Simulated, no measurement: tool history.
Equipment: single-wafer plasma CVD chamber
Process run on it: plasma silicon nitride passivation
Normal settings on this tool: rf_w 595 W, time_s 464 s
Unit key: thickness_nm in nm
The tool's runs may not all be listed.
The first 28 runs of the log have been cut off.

run	hour	rf_w	time_s	wafers since the last listed run	hours since the last RF generator calibration	hours since the showerhead was replaced	hours since the gauge calibration	read-back reference wafer on the same gauge, thickness_nm	thickness_nm
29	2028.9	595	464	270	1812.7	799.4	946.3	880.501	798.027
30	2093.9	515	488	181	1877.7	864.4	1011.3	881.762	770.843
31	2145.6	595	464	144	1929.4	916.1	1063	882.3	792.742
32	2219.2	485	505	206	2003	989.7	1136.6	880.294	769.89
# hour 2269.7: RF generator calibrated
33	2542.7	505	464	883	273	1313.2	1460.1	881.375	721.807
34	2861.6	650	413	892	591.9	1632.1	1779	881.589	743.772
35	2968.5	595	464	299	698.8	1739	1885.9	882.302	790.469
36	3069.8	595	464	283	800.1	1840.3	1987.2	880.97	788.677

Consider 4 possible next runs. They are alternatives, not a sequence: every one starts from the tool as it was left by run 36. What does each give?
A	3070.3	595	464	1	800.6	1840.8	1987.7	?	?
B	3070.3	645	464	1	800.6	1840.8	1987.7	?	?
C	3070.3	510	464	1	800.6	1840.8	1987.7	?	?
D	3070.3	565	529	1	800.6	1840.8	1987.7	?	?

run	read-back reference wafer on the same gauge, thickness_nm	thickness_nm
A	880.361	795.521
B	880.361	828.036
C	880.361	731.822
D	880.361	882.905
With no hidden state in the tool, these same runs would have given:
run	thickness_nm
A	795.521
B	828.036
C	731.822
D	882.905

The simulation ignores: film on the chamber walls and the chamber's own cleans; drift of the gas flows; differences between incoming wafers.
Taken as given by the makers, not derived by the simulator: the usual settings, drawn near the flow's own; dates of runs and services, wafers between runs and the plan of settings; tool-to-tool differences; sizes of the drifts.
